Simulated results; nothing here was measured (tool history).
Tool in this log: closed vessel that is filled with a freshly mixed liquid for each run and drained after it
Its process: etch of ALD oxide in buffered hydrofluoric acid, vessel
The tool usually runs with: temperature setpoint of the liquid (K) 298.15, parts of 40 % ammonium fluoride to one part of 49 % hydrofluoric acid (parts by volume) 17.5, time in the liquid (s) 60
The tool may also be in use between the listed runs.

run	hour	temperature setpoint of the liquid (K)	parts of 40 % ammonium fluoride to one part of 49 % hydrofluoric acid (parts by volume)	time in the liquid (s)	wafers since the last listed run	hours since the thermometer was replaced	hours since the hydrofluoric acid flow meter was replaced	hours since the gauge calibration	read-back film thickness of the ALD oxide reference wafer, read on the same gauge (nm)	thickness taken off the ALD oxide on a monitor wafer (Å)
1	0.0	298.15	14.5	60	0	2001.4	1236.9	208.7	140.03	762.0
2	17.5	298.15	14.5	60	1258	2018.9	1254.4	226.2	139.98	767.2
3	57.3	298.15	17.5	35	2861	2058.7	1294.2	266.0	139.98	371.3
4	89.5	298.15	17.5	35	2315	2090.9	1326.4	298.2	140.00	371.2
5	119.1	298.15	17.5	35	2128	2120.5	1356.0	327.8	139.99	370.1
6	132.1	301.15	17.5	60	934	2133.5	1369.0	340.8	140.01	734.0
# hour 139.0: hydrofluoric acid flow meter replaced
# hour 141.3: thermometer replaced
# hour 157.4: gauge calibrated
7	158.7	298.15	17.5	60	1768	17.4	19.7	1.3	139.99	709.8
8	171.4	298.15	17.5	60	913	30.1	32.4	14.0	139.99	719.5
9	205.3	298.15	17.5	60	2437	64.0	66.3	47.9	139.99	720.5
10	224.9	298.15	17.5	60	1409	83.6	85.9	67.5	139.97	711.2
11	256.6	298.15	21.5	60	2279	115.3	117.6	99.2	139.98	602.5
12	274.7	293.15	12.5	60	1301	133.4	135.7	117.3	140.02	770.0
13	296.8	298.15	17.5	60	1588	155.5	157.8	139.4	139.98	711.9
14	323.2	293.65	14.5	30	1898	181.9	184.2	165.8	140.01	336.0
15	347.3	301.15	21.5	95	1732	206.0	208.3	189.9	140.04	1109.0
16	382.1	298.15	22.0	60	2501	240.8	243.1	224.7	139.99	588.6
17	415.2	298.15	15.0	60	2379	273.9	276.2	257.8	140.00	830.0
18	438.8	298.15	17.5	60	1696	297.5	299.8	281.4	139.98	721.8

What if the next run were any one of these 3? Each begins from the tool's condition after run 18:
A	439.5	298.15	17.5	40	50	298.2	300.5	282.1	?	?
B	439.5	296.65	17.5	70	50	298.2	300.5	282.1	?	?
C	439.5	298.15	13.5	75	50	298.2	300.5	282.1	?	?

run	read-back film thickness of the ALD oxide reference wafer, read on the same gauge (nm)	thickness taken off the ALD oxide on a monitor wafer (Å)
A	139.99	471.3
B	139.99	759.7
C	139.99	1140.3
Without the tool's unlogged condition, the same runs would have read:
run	thickness taken off the ALD oxide on a monitor wafer (Å)
A	483.7
B	780.0
C	1170.4

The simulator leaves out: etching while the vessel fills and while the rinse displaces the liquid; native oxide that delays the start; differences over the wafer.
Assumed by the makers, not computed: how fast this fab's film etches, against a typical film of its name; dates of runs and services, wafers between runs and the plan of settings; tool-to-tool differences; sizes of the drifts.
